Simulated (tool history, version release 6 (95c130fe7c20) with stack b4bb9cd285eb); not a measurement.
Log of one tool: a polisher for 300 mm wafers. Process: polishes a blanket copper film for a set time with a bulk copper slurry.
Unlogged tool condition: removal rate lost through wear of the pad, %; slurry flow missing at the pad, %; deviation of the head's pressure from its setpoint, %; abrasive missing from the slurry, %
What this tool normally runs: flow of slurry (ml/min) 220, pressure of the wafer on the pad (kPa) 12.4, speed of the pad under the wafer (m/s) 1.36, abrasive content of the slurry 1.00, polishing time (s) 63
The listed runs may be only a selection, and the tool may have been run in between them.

run	hour	flow of slurry (ml/min)	pressure of the wafer on the pad (kPa)	speed of the pad under the wafer (m/s)	abrasive content of the slurry	polishing time (s)	wafers since the last listed run	wafers polished on this pad	hours since the slurry nozzle was cleaned	hours since the head pressure was calibrated	hours since the slurry blender was calibrated	incoming thickness of the incoming film, nm	film removed (Å)
1	0.0	220	12.4	1.36	1.00	63	0	3365	617.5	304.7	311.9	4767.7	4356
# hour 14.6: slurry nozzle cleaned
2	39.4	220	12.4	1.36	1.00	63	442	3807	24.8	344.1	351.3	4673.7	4294
3	67.0	220	12.4	1.36	1.00	63	318	4126	52.4	371.7	378.9	4784.2	4247
4	101.2	220	12.4	1.36	1.00	63	394	4520	86.6	405.9	413.1	4724.7	4245
5	148.3	220	12.4	1.36	1.00	63	542	5063	133.7	453.0	460.2	4699.1	4145
6	209.0	220	12.4	1.36	1.00	63	699	5763	194.4	513.7	520.9	4665.9	4015
# hour 228.2: head pressure recalibrated
# hour 253.8: slurry blender recalibrated
7	271.4	220	12.4	1.36	1.00	63	673	6436	256.8	43.2	17.6	4696.9	4635
# hour 286.8: worn pad replaced by a new one
8	296.1	220	12.4	1.36	1.00	63	238	107	281.5	67.9	42.3	4671.5	4675
9	334.2	260	11.0	1.56	1.10	63	439	546	319.6	106.0	80.4	4708.0	4761
10	390.7	240	9.0	1.36	1.00	63	651	1198	376.1	162.5	136.9	4718.4	3313
11	425.1	220	12.4	1.36	1.00	45	396	1594	410.5	196.9	171.3	4781.2	3199
12	457.5	220	10.3	1.58	0.75	63	373	1968	442.9	229.3	203.7	4714.4	3897
# hour 504.6: slurry nozzle cleaned
13	525.2	240	9.0	1.36	1.00	63	768	2737	20.6	297.0	271.4	4712.0	3243
14	576.0	220	15.9	1.70	1.00	72	585	3322	71.4	347.8	322.2	4793.9	7685
15	618.9	220	13.8	1.80	1.15	63	494	3817	114.3	390.7	365.1	4810.7	6366
16	654.0	220	12.4	1.36	1.00	54	404	4222	149.4	425.8	400.2	4830.7	3637
17	717.7	220	12.4	1.36	0.85	63	734	4956	213.1	489.5	463.9	4775.2	3988
# hour 753.1: worn pad replaced by a new one
18	755.8	240	16.5	1.36	1.30	57	393	31	251.2	527.6	502.0	4743.1	5343

For run 19, what comes out?
# hour 770.1: head pressure recalibrated
19	797.7	220	12.4	1.36	1.00	63	459	491	293.1	27.6	543.9	4810.7	?

Logged for run 19: film removed (Å) 4079.
Minus the tool's unlogged condition, the same run would have read film removed (Å) 4661.
